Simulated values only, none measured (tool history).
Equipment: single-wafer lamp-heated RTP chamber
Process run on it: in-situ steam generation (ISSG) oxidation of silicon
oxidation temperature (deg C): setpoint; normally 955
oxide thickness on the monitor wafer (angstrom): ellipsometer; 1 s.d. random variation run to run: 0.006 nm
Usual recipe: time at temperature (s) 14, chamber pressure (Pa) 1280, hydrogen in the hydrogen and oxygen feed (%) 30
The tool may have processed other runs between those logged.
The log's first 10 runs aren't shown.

run   hour  oxidation temperature (deg C)  time at temperature (s)  chamber pressure (Pa)  hydrogen in the hydrogen and oxygen feed (%)  read-back reference wafer on the same gauge, thickness  oxide thickness on the monitor wafer (angstrom)
 11  318.5                            955                       14                   1160                                            30                                                   4.529                                            41.08
 12  341.9                            955                       14                   1280                                            32                                                   4.531                                            40.94
 13  376.1                            965                       14                   1280                                            30                                                   4.528                                            41.41
     410.3  -- pressure gauge zeroed
 14  410.8                            955                        8                   1147                                            30                                                    4.53                                            33.79
 15    427                            950                       10                   1173                                            32                                                    4.53                                            36.72
 16  459.1                            968                       12                   1280                                            30                                                   4.529                                            39.58
 17  488.5                            975                       14                   1280                                            25                                                   4.532                                            41.26
 18  511.5                            955                       14                   1280                                            30                                                   4.529                                            40.41
 19  536.1                            955                        9                   1120                                            32                                                   4.528                                            35.93
     548.4  -- hydrogen flow controller replaced
 20  559.2                            955                       14                   1360                                            32                                                    4.53                                            40.51
 21  632.9                            955                       14                   1147                                            26                                                    4.53                                            39.81
     646.9  -- pyrometer window cleaned and pyrometer calibrated
 22  660.1                            950                       14                   1280                                            30                                                   4.528                                            39.44
 23  673.7                            955                       14                   1280                                            30                                                   4.531                                            39.89
 24    693                            955                       19                   1280                                            26                                                   4.531                                            43.56
 25  724.7                            955                       14                   1280                                            30                                                   4.529                                            40.02
 26  760.4                            955                        9                   1280                                            30                                                    4.53                                            34.03
 27  790.7                            974                       10                   1120                                            32                                                   4.531                                            38.75
 28  804.4                            955                       14                   1280                                            30                                                   4.531                                            40.05
 29  836.6                            955                       14                   1173                                            30                                                   4.529                                            40.79
 30  863.1                            955                       14                   1280                                            30                                                   4.529                                            40.13
 31  894.9                            965                       20                   1280                                            30                                                    4.53                                            47.66
 32  917.5                            955                       10                   1280                                            30                                                   4.532                                             35.4

Predict each of these 3 candidate next runs independently; none follows another, all start after run 32:
  A   918                            955                       14                   1280                                            30                                                       ?                                                ?
  B   918                            955                       17                   1280                                            30                                                       ?                                                ?
  C   918                            948                       14                   1280                                            30                                                       ?                                                ?

run  read-back reference wafer on the same gauge, thickness  oxide thickness on the monitor wafer (angstrom)
  A                                                   4.532                                             40.1
  B                                                   4.532                                            43.21
  C                                                   4.532                                            39.36
Without the tool's unlogged condition, the same runs would have read:
run  oxide thickness on the monitor wafer (angstrom)
  A                                            40.12
  B                                             43.2
  C                                            39.38
